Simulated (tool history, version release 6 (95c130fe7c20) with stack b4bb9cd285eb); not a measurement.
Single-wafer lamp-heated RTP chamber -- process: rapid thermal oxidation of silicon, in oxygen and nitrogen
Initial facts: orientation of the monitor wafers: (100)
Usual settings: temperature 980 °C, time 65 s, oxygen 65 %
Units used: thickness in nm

run,day,temperature,time,oxygen,wafers since the last listed run,wafers since the last pyrometer calibration,hours since the oxygen flow controller was replaced,hours since the gauge calibration,"read-back reference wafer on the same gauge, thickness",thickness
1,0.000,980,65,65,0,891,2751.4,60.2,4.121,4.708
2,0.550,980,65,65,74,966,2764.6,73.4,4.127,4.719
3,1.417,1003,65,83,117,1083,2785.4,94.2,4.112,6.032
4,2.721,1003,65,83,177,1261,2816.7,125.5,4.120,6.116
5,3.379,1003,65,83,89,1350,2832.5,141.3,4.118,6.115
6,3.992,980,88,65,83,1433,2847.2,156.0,4.113,5.441
7,4.629,980,88,65,86,1520,2862.5,171.3,4.116,5.436
8,5.571,980,65,65,128,1648,2885.1,193.9,4.112,4.764
9,6.146,980,65,65,78,1726,2898.9,207.7,4.125,4.761
10,6.992,980,65,65,114,1841,2919.2,228.0,4.119,4.820
11,7.554,980,65,65,76,1918,2932.7,241.5,4.124,4.807
# day 8.325: gauge calibrated
12,8.917,980,65,65,185,2103,2965.4,14.2,4.112,4.796
13,9.421,980,65,65,68,2172,2977.5,26.3,4.129,4.858
14,10.379,959,87,93,130,2302,3000.5,49.3,4.120,5.334
# day 11.429: pyrometer window cleaned and pyrometer calibrated
15,11.450,1005,65,65,100,2,3026.2,75.0,4.129,5.960
# day 11.988: oxygen flow controller replaced
16,12.008,1003,35,76,30,33,0.5,88.4,4.125,4.726
17,12.896,980,65,65,120,154,21.8,109.7,4.128,4.984
18,14.125,972,83,80,167,321,51.3,139.2,4.123,5.609
19,15.375,955,95,38,169,491,81.3,169.2,4.112,4.135
# day 16.396: pyrometer window cleaned and pyrometer calibrated, repeated, since the last time left the tool worse
20,16.596,995,65,40,120,27,110.6,198.5,4.115,4.453
21,17.896,980,65,65,176,204,141.8,229.7,4.121,4.703
22,19.125,980,65,65,167,371,171.3,259.2,4.122,4.681
23,20.296,980,89,45,159,530,199.4,287.3,4.113,4.819
# day 20.300: gauge calibrated
24,20.821,956,51,36,71,601,212.0,12.5,4.120,3.139
25,21.408,980,65,65,79,681,226.1,26.6,4.116,4.742
26,22.100,980,56,43,94,775,242.7,43.2,4.124,3.912

Predict each of these 4 candidate next runs independently; none follows another, all start after run 26:
A,22.121,980,65,65,2,778,243.2,43.7,?,?
B,22.121,980,41,86,2,778,243.2,43.7,?,?
C,22.121,954,78,77,2,778,243.2,43.7,?,?
D,22.121,1003,36,50,2,778,243.2,43.7,?,?

run,"read-back reference wafer on the same gauge, thickness",thickness
A,4.121,4.726
B,4.121,4.278
C,4.121,4.472
D,4.121,4.000
With the hidden condition removed and each run's random variation left untouched, the same runs would have given:
run,thickness
A,4.682
B,4.240
C,4.431
D,3.967
